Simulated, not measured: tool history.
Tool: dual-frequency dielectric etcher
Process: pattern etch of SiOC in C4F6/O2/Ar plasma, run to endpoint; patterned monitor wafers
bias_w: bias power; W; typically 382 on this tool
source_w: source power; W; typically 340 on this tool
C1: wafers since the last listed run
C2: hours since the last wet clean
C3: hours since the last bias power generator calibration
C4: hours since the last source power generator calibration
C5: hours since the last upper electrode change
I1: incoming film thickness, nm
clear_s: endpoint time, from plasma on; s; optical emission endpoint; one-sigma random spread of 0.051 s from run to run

run 1 day=0.000 | bias_w=382 source_w=340 | C1=0 C2=330.0 C3=3445.0 C4=4298.3 C5=4483.7 | I1=27.75 | clear_s=11.2
run 2 day=4.362 | bias_w=382 source_w=340 | C1=2204 C2=434.7 C3=3549.7 C4=4403.0 C5=4588.4 | I1=27.60 | clear_s=11.4
-- day=6.642 wet clean of the chamber
run 3 day=7.492 | bias_w=382 source_w=340 | C1=1076 C2=20.4 C3=3624.8 C4=4478.1 C5=4663.5 | I1=27.80 | clear_s=11.3
run 4 day=10.746 | bias_w=382 source_w=340 | C1=1644 C2=98.5 C3=3702.9 C4=4556.2 C5=4741.6 | I1=27.57 | clear_s=11.3
run 5 day=14.212 | bias_w=382 source_w=340 | C1=1752 C2=181.7 C3=3786.1 C4=4639.4 C5=4824.8 | I1=27.43 | clear_s=11.3
run 6 day=16.862 | bias_w=382 source_w=340 | C1=1339 C2=245.3 C3=3849.7 C4=4703.0 C5=4888.4 | I1=27.37 | clear_s=11.1
run 7 day=18.425 | bias_w=382 source_w=340 | C1=789 C2=282.8 C3=3887.2 C4=4740.5 C5=4925.9 | I1=27.47 | clear_s=11.2
-- day=18.846 bias power generator calibrated
run 8 day=22.325 | bias_w=382 source_w=340 | C1=1886 C2=376.4 C3=83.5 C4=4834.1 C5=5019.5 | I1=27.71 | clear_s=11.3
-- day=27.308 wet clean of the chamber
run 9 day=27.329 | bias_w=331 source_w=340 | C1=2023 C2=0.5 C3=203.6 C4=4954.2 C5=5139.6 | I1=27.55 | clear_s=11.6
run 10 day=30.983 | bias_w=382 source_w=340 | C1=1846 C2=88.2 C3=291.3 C4=5041.9 C5=5227.3 | I1=27.34 | clear_s=11.2
run 11 day=33.575 | bias_w=466 source_w=340 | C1=1309 C2=150.4 C3=353.5 C4=5104.1 C5=5289.5 | I1=27.53 | clear_s=10.6
-- day=34.821 source power generator calibrated
-- day=36.250 upper electrode replaced
run 12 day=36.271 | bias_w=466 source_w=340 | C1=772 C2=215.1 C3=418.2 C4=34.8 C5=0.5 | I1=27.75 | clear_s=10.7
run 13 day=39.100 | bias_w=329 source_w=300 | C1=1429 C2=283.0 C3=486.1 C4=102.7 C5=68.4 | I1=27.54 | clear_s=12.2
-- day=43.654 wet clean of the chamber
run 14 day=46.954 | bias_w=460 source_w=410 | C1=3464 C2=79.2 C3=674.6 C4=291.2 C5=256.9 | I1=27.56 | clear_s=10.0
run 15 day=50.883 | bias_w=450 source_w=400 | C1=1985 C2=173.5 C3=768.9 C4=385.5 C5=351.2 | I1=27.43 | clear_s=10.1
run 16 day=53.796 | bias_w=382 source_w=290 | C1=1471 C2=243.4 C3=838.8 C4=455.4 C5=421.1 | I1=27.49 | clear_s=11.8

Branching from run 16: 3 alternative next runs. What would each branch give?
run A day=53.812 | bias_w=299 source_w=340 | C1=8 C2=243.8 C3=839.2 C4=455.8 C5=421.5 | I1=27.01 | clear_s=?
run B day=53.812 | bias_w=342 source_w=340 | C1=8 C2=243.8 C3=839.2 C4=455.8 C5=421.5 | I1=27.01 | clear_s=?
run C day=53.812 | bias_w=451 source_w=390 | C1=8 C2=243.8 C3=839.2 C4=455.8 C5=421.5 | I1=27.01 | clear_s=?

run=A clear_s=11.7
run=B clear_s=11.3
run=C clear_s=10.0
With no hidden state in the tool, these same runs would have given:
run=A clear_s=11.7
run=B clear_s=11.3
run=C clear_s=10.0

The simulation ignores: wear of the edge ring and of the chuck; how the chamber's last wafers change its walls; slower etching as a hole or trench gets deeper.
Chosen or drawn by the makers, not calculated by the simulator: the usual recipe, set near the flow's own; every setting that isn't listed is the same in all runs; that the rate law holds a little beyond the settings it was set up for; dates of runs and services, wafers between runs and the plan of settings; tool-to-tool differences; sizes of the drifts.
